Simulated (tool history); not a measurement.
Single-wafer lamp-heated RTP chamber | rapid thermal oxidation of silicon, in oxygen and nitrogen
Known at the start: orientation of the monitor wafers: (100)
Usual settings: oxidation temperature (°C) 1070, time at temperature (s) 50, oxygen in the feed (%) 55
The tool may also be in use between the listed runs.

run,hour,oxidation temperature (°C),time at temperature (s),oxygen in the feed (%),"read-back reference wafer on the same gauge, thickness",oxide thickness on the monitor wafer (Å)
1,0,1070,50,55,8.231,72.89
2,24.1,1070,50,55,8.244,73.05
3,50.3,1070,50,55,8.228,73.22
4,84.1,1070,56,55,8.236,76.28
5,105,1070,56,55,8.229,76.96
6,118.2,1070,56,55,8.228,77.24
7,137.2,1076,50,55,8.215,76.24
8,163.6,1076,50,55,8.219,76.2
9,179.7,1070,50,55,8.221,73.21
10,209.1,1085,64,68,8.225,96.94
11,250.8,1062,73,55,8.226,85
12,263.9,1082,32,43,8.242,61.81
13,292.1,1045,50,36,8.221,55.44
14,315.9,1070,67,28,8.235,67.56
15,390.7,1070,66,55,8.228,79.8
16,415.3,1043,64,32,8.242,54.58
17,427.9,1070,50,55,8.229,71.36
18,457.4,1089,50,55,8.228,81.14

Not shown: 4 entries that the log had between the listed runs. Between which runs, and how does the tool's hidden state differ before and after?
Between runs 7 and 8: oxygen flow controller replaced (hour 160.8)
  true wafer temperature minus pyrometer reading, K: 6.94 -> 7
  measured less the result without the state, oxide thickness on the monitor wafer (Å): +3.37 -> +3.39
Between runs 8 and 9: gauge calibrated (hour 165)
  true wafer temperature minus pyrometer reading, K: 7 -> 7.03
  measured less the result without the state, oxide thickness on the monitor wafer (Å): +3.39 -> +3.3
Between runs 10 and 11: pyrometer window cleaned and pyrometer calibrated (hour 250.3)
  true wafer temperature minus pyrometer reading, K: 7.08 -> 11.2
  measured less the result without the state, oxide thickness on the monitor wafer (Å): +4.31 -> +6.08
Between runs 14 and 15: pyrometer window cleaned and pyrometer calibrated, repeated, since the last time left the tool worse (hour 327.7)
  true wafer temperature minus pyrometer reading, K: 12.8 -> 1.65
  measured less the result without the state, oxide thickness on the monitor wafer (Å): +5.37 -> +0.87

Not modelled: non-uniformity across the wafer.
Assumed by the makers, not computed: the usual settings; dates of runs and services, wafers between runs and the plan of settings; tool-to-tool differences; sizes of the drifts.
